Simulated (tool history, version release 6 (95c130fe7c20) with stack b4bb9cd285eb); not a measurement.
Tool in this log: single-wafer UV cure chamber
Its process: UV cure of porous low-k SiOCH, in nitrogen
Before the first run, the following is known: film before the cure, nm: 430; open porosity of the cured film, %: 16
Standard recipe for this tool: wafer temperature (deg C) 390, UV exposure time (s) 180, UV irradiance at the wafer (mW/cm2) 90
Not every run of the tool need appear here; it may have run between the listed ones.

run     day  wafer temperature (deg C)  UV exposure time (s)  UV irradiance at the wafer (mW/cm2)  loss of film thickness in the cure (%)
  1       0                        382                   180                                   90                                   9.053
  2   0.775                        382                   180                                   90                                    8.89
  3   1.492                        382                   180                                   90                                   8.732
  4   2.892                        390                   180                                   90                                   9.173
  5   3.692                        390                   180                                   90                                   9.175
  6   5.029                        390                   180                                   90                                   8.921
  7   6.383                        390                   180                                   90                                   8.817
  8   7.329                        390                   180                                   90                                   8.786
  9   7.962                        390                   180                                   90                                   8.716
 10   8.662                        390                   180                                   90                                   8.719
 11   9.208                        390                   180                                   90                                   8.675
 12  10.208                        390                   180                                   90                                   8.584
     10.558  -- quartz window cleaned
 13  12.933                        390                   180                                   90                                   8.978
 14  13.854                        390                   180                                   90                                   8.954
 15  17.733                        390                   180                                   90                                    8.91
 16  18.992                        384                   180                                   90                                   8.556
 17  19.933                        384                   180                                   90                                   8.692
 18  20.975                        400                   180                                  108                                   9.608
 19    22.2                        390                   180                                   90                                   8.565
     23.204  -- UV bulbs replaced
 20  23.362                        390                   255                                  123                                  11.306
     24.588  -- quartz window cleaned
 21  24.775                        390                   180                                   90                                   9.164
 22  27.775                        379                   150                                  105                                   8.876
 23  28.771                        390                   180                                   90                                   8.969
 24  30.008                        396                    95                                  123                                   7.793
 25  30.762                        390                    80                                   90                                   5.821
 26  31.504                        404                   240                                  102                                  11.022
 27  32.996                        372                   150                                  115                                   8.991
 28  33.508                        378                    80                                   73                                   4.748
 29  34.804                        407                   180                                  103                                   9.684
 30  36.275                        390                   180                                   90                                   8.712
     39.262  -- quartz window cleaned
 31  39.562                        390                    90                                  113                                    7.21
 32  40.104                        384                   225                                   67                                   8.718
 33  42.654                        397                    75                                   79                                   5.285
 34  43.867                        371                   250                                  120                                  11.414
 35  45.279                        390                   180                                   90                                   8.988
 36  46.042                        390                   230                                   90                                    10.2
 37  47.092                        405                   250                                   62                                   9.053
 38  47.825                        404                   180                                   70                                   8.195

3 options for the next run, each taken on its own from the tool as it stands now. Forecast them:
  A  47.842                        390                   180                                   90                                       ?
  B  47.842                        390                   180                                   66                                       ?
  C  47.842                        390                   180                                  112                                       ?

run  loss of film thickness in the cure (%)
  A                                    8.93
  B                                   7.649
  C                                   9.867
What these runs would have given with no unlogged condition in the tool:
run  loss of film thickness in the cure (%)
  A                                   9.153
  B                                   7.863
  C                                  10.098

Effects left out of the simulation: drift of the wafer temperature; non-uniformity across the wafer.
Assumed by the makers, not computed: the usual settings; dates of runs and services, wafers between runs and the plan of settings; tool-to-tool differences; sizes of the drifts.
